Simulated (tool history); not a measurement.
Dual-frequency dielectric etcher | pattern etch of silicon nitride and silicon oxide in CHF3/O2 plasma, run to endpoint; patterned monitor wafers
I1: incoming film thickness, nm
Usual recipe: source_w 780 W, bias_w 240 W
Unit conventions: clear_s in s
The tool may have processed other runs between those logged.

{"run": 1, "hour": 0.0, "source_w": 780, "bias_w": 275, "I1": 282.5, "clear_s": 145.8}
{"run": 2, "hour": 47.0, "source_w": 780, "bias_w": 208, "I1": 280.7, "clear_s": 157.7}
{"run": 3, "hour": 93.6, "source_w": 780, "bias_w": 208, "I1": 279.3, "clear_s": 154.3}
{"run": 4, "hour": 155.2, "source_w": 900, "bias_w": 195, "I1": 280.8, "clear_s": 148.7}
{"run": 5, "hour": 191.0, "source_w": 900, "bias_w": 195, "I1": 279.1, "clear_s": 152.9}
{"run": 6, "hour": 248.4, "source_w": 780, "bias_w": 240, "I1": 278.8, "clear_s": 153.8}
{"run": 7, "hour": 294.7, "source_w": 780, "bias_w": 240, "I1": 276.9, "clear_s": 152.5}
{"run": 8, "hour": 331.7, "source_w": 680, "bias_w": 240, "I1": 277.8, "clear_s": 163.2}
{"run": 9, "hour": 549.4, "source_w": 780, "bias_w": 240, "I1": 281.5, "clear_s": 152.5}
{"run": 10, "hour": 587.3, "source_w": 780, "bias_w": 240, "I1": 279.6, "clear_s": 150.4}
{"run": 11, "hour": 654.4, "source_w": 780, "bias_w": 240, "I1": 280.2, "clear_s": 150.1}
{"run": 12, "hour": 698.4, "source_w": 780, "bias_w": 240, "I1": 279.4, "clear_s": 147.0}
{"run": 13, "hour": 752.0, "source_w": 780, "bias_w": 240, "I1": 278.4, "clear_s": 154.8}
{"run": 14, "hour": 764.4, "source_w": 690, "bias_w": 278, "I1": 277.0, "clear_s": 164.3}
{"run": 15, "hour": 831.8, "source_w": 580, "bias_w": 188, "I1": 278.1, "clear_s": 205.2}
{"run": 16, "hour": 889.4, "source_w": 950, "bias_w": 188, "I1": 278.5, "clear_s": 139.0}
{"run": 17, "hour": 952.6, "source_w": 670, "bias_w": 296, "I1": 279.2, "clear_s": 163.0}
{"run": 18, "hour": 990.6, "source_w": 690, "bias_w": 204, "I1": 277.6, "clear_s": 170.8}
{"run": 19, "hour": 1058.5, "source_w": 780, "bias_w": 240, "I1": 280.3, "clear_s": 152.0}
{"run": 20, "hour": 1118.3, "source_w": 780, "bias_w": 208, "I1": 278.7, "clear_s": 153.9}
{"run": 21, "hour": 1161.7, "source_w": 900, "bias_w": 298, "I1": 279.8, "clear_s": 130.4}
{"run": 22, "hour": 1190.5, "source_w": 860, "bias_w": 296, "I1": 280.5, "clear_s": 135.1}
{"run": 23, "hour": 1245.3, "source_w": 780, "bias_w": 270, "I1": 276.6, "clear_s": 150.4}

Taken out of this log: 6 entries between the listed runs. Where each belongs, and how the hidden state differs across it:
Run 4 -> run 5: wet clean of the chamber (hour 190.5)
  etch rate over this chamber's usual, %: 3.73 -> 0.185
  measured less the result without the state, clear_s: -5.5 -> -0.3 s
Run 8 -> run 9: bias power generator calibrated (hour 438.9); upper electrode replaced, of another model than before (hour 548.9)
  etch rate over this chamber's usual, %: 1.39 -> 3.25
  measured less the result without the state, clear_s: -2.2 -> -5.0 s
Run 12 -> run 13: wet clean of the chamber (hour 751.5)
  etch rate over this chamber's usual, %: 4.52 -> -0.287
  measured less the result without the state, clear_s: -6.6 -> +0.4 s
Run 14 -> run 15: source power generator calibrated (hour 779.0)
  etch rate over this chamber's usual, %: -0.181 -> 0.395
  measured less the result without the state, clear_s: +0.3 -> -0.8 s
Run 22 -> run 23: wet clean of the chamber (hour 1244.8)
  etch rate over this chamber's usual, %: 3.46 -> 0.0286
  measured less the result without the state, clear_s: -4.7 -> +0.0 s
